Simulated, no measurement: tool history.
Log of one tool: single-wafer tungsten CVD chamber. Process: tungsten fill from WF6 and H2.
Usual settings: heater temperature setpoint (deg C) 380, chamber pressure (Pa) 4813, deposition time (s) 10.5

run,hour,heater temperature setpoint (deg C),chamber pressure (Pa),deposition time (s),"read-back reference wafer on the same gauge, thickness_nm",mean film thickness on the monitor wafer (Å)
1,0,380,4453,9.6,16.902,183.63
2,104.1,380,4453,9.6,16.893,184.52
3,180.5,380,4813,9.5,16.894,188.74
4,247.7,380,4813,9.5,16.908,189.48
5,342.8,380,4813,9.5,16.912,190.27
6,390.6,380,4813,10.5,16.899,209.02
# hour 436: thermocouple changed; heater temperature recalibrated
# hour 491.8: showerhead replaced
7,498.1,380,4813,10.5,16.897,209.53
8,602.9,380,4813,10.5,16.902,209.19
9,661.5,374,4360,11.3,16.882,195.49
10,761.3,380,4813,12,16.912,241.41
11,824.1,380,5266,11.2,16.9,233.75
# hour 897.1: capacitance manometer re-zeroed and calibrated
12,906.5,366,4120,9.7,16.887,138.56
# hour 956.2: gauge calibrated
13,1004.6,380,4813,10.5,16.905,207
14,1108.1,380,4453,9.6,16.902,183.06
15,1194.4,390,4813,10.5,16.892,246.19
16,1266.1,380,5506,9.7,16.894,200.8

Measured less the same run without the tool's hidden state. The same run-to-run variation is in both; the gauge's scatter may not be:
The hidden state here: wafer temperature above the value expected at the setpoint (K); true pressure above the setpoint (%); gauge reads high (%).
run,mean film thickness on the monitor wafer (Å)
1,+1.42
2,+1.75
3,+2.02
4,+2.26
5,+2.62
6,+3.08
7,+3.57
8,+4.06
9,+4.09
10,+5.6
11,+5.75
12,+0.03
13,+0.05
14,+0.09
15,+0.19
16,+0.23
